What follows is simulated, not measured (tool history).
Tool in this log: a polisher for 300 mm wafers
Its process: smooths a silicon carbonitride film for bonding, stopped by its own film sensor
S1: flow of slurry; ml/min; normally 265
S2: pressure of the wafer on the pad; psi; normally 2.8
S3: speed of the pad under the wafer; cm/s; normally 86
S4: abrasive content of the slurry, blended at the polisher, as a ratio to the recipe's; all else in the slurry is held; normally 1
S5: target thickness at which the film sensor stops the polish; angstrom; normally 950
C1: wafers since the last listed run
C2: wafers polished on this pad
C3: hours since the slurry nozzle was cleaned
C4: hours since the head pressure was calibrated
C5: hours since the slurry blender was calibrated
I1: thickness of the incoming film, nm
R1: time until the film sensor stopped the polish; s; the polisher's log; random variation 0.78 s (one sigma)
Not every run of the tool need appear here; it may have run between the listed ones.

run,hour,S1,S2,S3,S4,S5,C1,C2,C3,C4,C5,I1,R1
1,0,265,2.8,86,1,950,0,112,201.2,345.9,174.6,110.1,56.4
2,6.9,265,2.8,86,1,950,38,150,208.1,352.8,181.5,111.5,61.5
3,15,265,2.8,92,1,920,44,195,216.2,360.9,189.6,109.5,62.9
4,25.8,265,2.8,92,1,920,59,254,227,371.7,200.4,110.4,64
5,39.1,265,3.2,86,1,950,73,328,240.3,385,213.7,110,52.1
6,49.4,265,3.2,86,1,950,56,385,250.6,395.3,224,111,53.9
7,61.2,265,2.8,100,1,950,65,450,262.4,407.1,235.8,111.4,57.2
8,70.5,265,2.8,100,1,950,51,501,271.7,416.4,245.1,108.9,48.9
9,84.6,265,2.8,100,1,950,77,579,285.8,430.5,259.2,109.7,52.6
# hour 89.1: worn pad replaced by a new one
# hour 90.1: slurry blender recalibrated
10,132.4,265,2.8,86,1.1,950,235,233,333.6,478.3,42.3,107.5,44.1
# hour 142.7: head pressure recalibrated
11,143.4,265,2.8,86,1,950,49,283,344.6,0.7,53.3,111.6,61.3
12,153.5,265,3.7,100,0.7,950,55,338,354.7,10.8,63.4,109.2,42.4
13,165.8,220,2.3,86,1,950,67,406,367,23.1,75.7,110.3,68.6
# hour 172.3: slurry nozzle cleaned
14,177.1,180,3.1,112,1,950,56,463,4.8,34.4,87,110,41.1
# hour 184.7: worn pad replaced by a new one
15,188.3,265,2.8,86,1,910,39,19,16,45.6,98.2,112.4,75.6
16,213.6,290,3.6,86,0.8,970,139,159,41.3,70.9,123.5,110.6,42.7
17,226.3,265,2.8,86,1,930,70,229,54,83.6,136.2,111.1,63.4
18,239.5,265,2.8,86,1,950,72,302,67.2,96.8,149.4,111.1,59
19,255.3,340,2.8,68,1,980,87,389,83,112.6,165.2,110.2,50.9
20,272.1,230,2.4,86,1,950,92,482,99.8,129.4,182,110.5,65.7

Below, some changes in R1 between adjacent runs. For each, the amount present without the hidden state too (settings, incoming material, random variation) and the amount remaining for the hidden state with gauge scatter not shared by both compared results:
The tool's hidden condition here consists of: removal rate lost through wear of the pad, %; slurry flow missing at the pad, %; deviation of the head's pressure from its setpoint, %; abrasive missing from the slurry, %.
Run 9 -> 10: S3 100 -> 86, S4 1 -> 1.1, worn pad replaced by a new one, slurry blender recalibrated. R1 -8.5 s: hidden state -5.4, all else -3.1.
Run 13 -> 14: S1 220 -> 180, S2 2.3 -> 3.1, S3 86 -> 112, slurry nozzle cleaned. R1 -27.5 s: hidden state -6.8, all else -20.7.
Run 14 -> 15: S1 180 -> 265, S2 3.1 -> 2.8, S3 112 -> 86, S5 950 -> 910, worn pad replaced by a new one. R1 +34.5 s: hidden state +1.3, all else +33.2.
Run 15 -> 16: S1 265 -> 290, S2 2.8 -> 3.6, S4 1 -> 0.8, S5 910 -> 970. R1 -32.9 s: hidden state -0.7, all else -32.2.
